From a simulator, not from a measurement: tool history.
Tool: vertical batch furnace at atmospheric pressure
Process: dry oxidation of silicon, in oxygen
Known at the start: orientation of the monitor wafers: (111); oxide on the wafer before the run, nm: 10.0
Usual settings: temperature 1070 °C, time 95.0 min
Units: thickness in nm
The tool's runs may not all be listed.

run     day  temperature   time  read-back reference wafer on the same gauge, thickness  thickness
  1   0.000         1082   95.0                                                  137.83     158.51
  2   0.771         1082   95.0                                                  137.91     158.72
  3   1.550         1057  110.5                                                  137.93     150.44
  4   2.612         1070   73.5                                                  138.06     126.61
  5   3.612         1070   73.5                                                  138.14     127.04
      4.671  -- thermocouples replaced and temperature profile calibrated
  6   4.692         1086   74.5                                                  138.18     141.26
  7   4.942         1086   74.5                                                  138.15     141.42
      4.975  -- gauge calibrated
  8   5.196         1086   74.5                                                  136.97     139.82
  9   6.183         1070   95.0                                                  137.34     147.05
      7.829  -- boat lift adjusted
 10   7.850         1070   95.0                                                  137.70     147.60
 11   8.100         1078   48.0                                                  137.80     102.58
 12   8.708         1079   95.0                                                  137.84     155.51
 13   9.371         1055   95.0                                                  137.92     135.48
 14  10.150         1061   95.0                                                  137.97     140.24
 15  11.075         1070   95.0                                                  138.01     147.85
 16  11.783         1070   95.0                                                  138.10     147.93
 17  12.271         1051   50.0                                                  138.09      89.46
 18  12.938         1070   95.0                                                  138.14     147.67
     13.525  -- gauge calibrated
 19  13.850         1070   95.0                                                  136.99     146.90
 20  14.408         1047   95.0                                                  137.19     128.86
 21  15.433         1048   80.0                                                  137.45     116.80

Forecast each of these 4 alternatives for the next run:
  A  15.688         1070   95.0                                                       ?          ?
  B  15.688         1070  118.5                                                       ?          ?
  C  15.688         1047  112.5                                                       ?          ?
  D  15.688         1090   95.0                                                       ?          ?

run  read-back reference wafer on the same gauge, thickness  thickness
  A                                                  137.48     147.44
  B                                                  137.48     168.23
  C                                                  137.48     143.27
  D                                                  137.48     166.71
Without the tool's hidden state the same runs would have given:
run  thickness
  A     146.91
  B     167.63
  C     142.76
  D     166.12
